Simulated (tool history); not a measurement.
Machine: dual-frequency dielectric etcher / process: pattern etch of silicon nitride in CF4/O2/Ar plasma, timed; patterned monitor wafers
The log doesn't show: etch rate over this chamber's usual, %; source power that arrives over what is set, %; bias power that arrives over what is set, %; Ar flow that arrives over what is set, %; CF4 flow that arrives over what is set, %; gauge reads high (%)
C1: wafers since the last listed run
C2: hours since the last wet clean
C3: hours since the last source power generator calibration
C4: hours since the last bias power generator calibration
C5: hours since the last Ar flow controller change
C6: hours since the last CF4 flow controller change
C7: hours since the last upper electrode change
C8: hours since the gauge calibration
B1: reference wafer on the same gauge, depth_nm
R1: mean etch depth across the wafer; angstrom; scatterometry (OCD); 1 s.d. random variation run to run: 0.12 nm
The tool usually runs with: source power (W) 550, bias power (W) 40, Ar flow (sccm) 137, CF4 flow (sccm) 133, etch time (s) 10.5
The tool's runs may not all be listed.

Run 1, hour 0: usual settings but bias power (W) 35; C1 0; C2 103.1; C3 2336.5; C4 4460.6; C5 1267.1; C6 2660.8; C7 3778; C8 293.3; B1 19.6. Result: R1 196.1 angstrom.
At hour 4.3: gauge calibrated.
Run 2, hour 27.7: usual settings but bias power (W) 35; C1 319; C2 130.8; C3 2364.2; C4 4488.3; C5 1294.8; C6 2688.5; C7 3805.7; C8 23.4; B1 19.57. Result: R1 194.2 angstrom.
Run 3, hour 59.4: usual settings but bias power (W) 35; C1 365; C2 162.5; C3 2395.9; C4 4520; C5 1326.5; C6 2720.2; C7 3837.4; C8 55.1; B1 19.62. Result: R1 193.5 angstrom.
Run 4, hour 93.6: usual settings but Ar flow (sccm) 159, CF4 flow (sccm) 122; C1 393; C2 196.7; C3 2430.1; C4 4554.2; C5 1360.7; C6 2754.4; C7 3871.6; C8 89.3; B1 19.62. Result: R1 194.8 angstrom.
Run 5, hour 114.8: usual settings but bias power (W) 45; C1 244; C2 217.9; C3 2451.3; C4 4575.4; C5 1381.9; C6 2775.6; C7 3892.8; C8 110.5; B1 19.58. Result: R1 209.5 angstrom.
Run 6, hour 146.9: usual settings but bias power (W) 45; C1 369; C2 250; C3 2483.4; C4 4607.5; C5 1414; C6 2807.7; C7 3924.9; C8 142.6; B1 19.63. Result: R1 205.6 angstrom.
Run 7, hour 170.2: usual settings; C1 268; C2 273.3; C3 2506.7; C4 4630.8; C5 1437.3; C6 2831; C7 3948.2; C8 165.9; B1 19.59. Result: R1 197.1 angstrom.
At hour 179.6: bias power generator calibrated.
Run 8, hour 201.1: usual settings; C1 309; C2 304.2; C3 2537.6; C4 21.5; C5 1468.2; C6 2861.9; C7 3979.1; C8 196.8; B1 19.62. Result: R1 198.7 angstrom.
Run 9, hour 220.6: usual settings but Ar flow (sccm) 110, etch time (s) 12.5; C1 224; C2 323.7; C3 2557.1; C4 41; C5 1487.7; C6 2881.4; C7 3998.6; C8 216.3; B1 19.58. Result: R1 239.8 angstrom.
At hour 240: source power generator calibrated.
At hour 262: upper electrode replaced.
Run 10, hour 262.5: usual settings but bias power (W) 45; C1 183; C2 365.6; C3 22.5; C4 82.9; C5 1529.6; C6 2923.3; C7 0.5; C8 258.2; B1 19.57. Result: R1 205 angstrom.
Run 11, hour 265.8: usual settings but Ar flow (sccm) 128; C1 38; C2 368.9; C3 25.8; C4 86.2; C5 1532.9; C6 2926.6; C7 3.8; C8 261.5; B1 19.6. Result: R1 196.8 angstrom.
At hour 290.3: wet clean of the chamber.
Run 12, hour 290.8: usual settings but source power (W) 630, bias power (W) 30, Ar flow (sccm) 157, etch time (s) 9.5; C1 11; C2 0.5; C3 50.8; C4 111.2; C5 1557.9; C6 2951.6; C7 28.8; C8 286.5; B1 19.61. Result: R1 192.3 angstrom.
At hour 297.9: CF4 flow controller replaced.
At hour 306.9: Ar flow controller replaced.
Run 13, hour 307.4: usual settings but bias power (W) 35; C1 52; C2 17.1; C3 67.4; C4 127.8; C5 0.5; C6 9.5; C7 45.4; C8 303.1; B1 19.61. Result: R1 197 angstrom.
At hour 316.8: gauge calibrated.
Run 14, hour 331: usual settings but Ar flow (sccm) 128; C1 271; C2 40.7; C3 91; C4 151.4; C5 24.1; C6 33.1; C7 69; C8 14.2; B1 19.61. Result: R1 203.7 angstrom.
Run 15, hour 357.1: usual settings but Ar flow (sccm) 158, CF4 flow (sccm) 124; C1 300; C2 66.8; C3 117.1; C4 177.5; C5 50.2; C6 59.2; C7 95.1; C8 40.3; B1 19.63. Result: R1 198.7 angstrom.
Run 16, hour 391.1: usual settings but bias power (W) 49, etch time (s) 9.5; C1 391; C2 100.8; C3 151.1; C4 211.5; C5 84.2; C6 93.2; C7 129.1; C8 74.3; B1 19.62. Result: R1 194.1 angstrom.
Run 17, hour 405.6: usual settings but CF4 flow (sccm) 117; C1 167; C2 115.3; C3 165.6; C4 226; C5 98.7; C6 107.7; C7 143.6; C8 88.8; B1 19.61. Result: R1 201.4 angstrom.
Run 18, hour 433.6: usual settings but source power (W) 660, Ar flow (sccm) 149, etch time (s) 13; C1 322; C2 143.3; C3 193.6; C4 254; C5 126.7; C6 135.7; C7 171.6; C8 116.8; B1 19.62. Result: R1 300.5 angstrom.
Run 19, hour 464.6: usual settings but source power (W) 430, etch time (s) 7.5; C1 357; C2 174.3; C3 224.6; C4 285; C5 157.7; C6 166.7; C7 202.6; C8 147.8; B1 19.6. Result: R1 109.8 angstrom.

Each row is a separate what-if for the run after 19, all from the same tool condition, not one after another. Results?
Run A, hour 465: usual settings but source power (W) 490; C1 4; C2 174.7; C3 225; C4 285.4; C5 158.1; C6 167.1; C7 203; C8 148.2; B1 ?. Result: R1 ?.
Run B, hour 465: usual settings but source power (W) 460, bias power (W) 34, etch time (s) 13; C1 4; C2 174.7; C3 225; C4 285.4; C5 158.1; C6 167.1; C7 203; C8 148.2; B1 ?. Result: R1 ?.
Run C, hour 465: usual settings but source power (W) 420, bias power (W) 32, CF4 flow (sccm) 146, etch time (s) 12.5; C1 4; C2 174.7; C3 225; C4 285.4; C5 158.1; C6 167.1; C7 203; C8 148.2; B1 ?. Result: R1 ?.
Run D, hour 465: usual settings but source power (W) 610; C1 4; C2 174.7; C3 225; C4 285.4; C5 158.1; C6 167.1; C7 203; C8 148.2; B1 ?. Result: R1 ?.

run     B1     R1
  A  19.61    179
  B  19.61  197.2
  C  19.61    170
  D  19.61  225.2
The same runs, with their run-to-run variation unchanged, on a tool lacking any hidden condition would have given:
run     R1
  A  184.3
  B  203.1
  C  175.1
  D  231.9
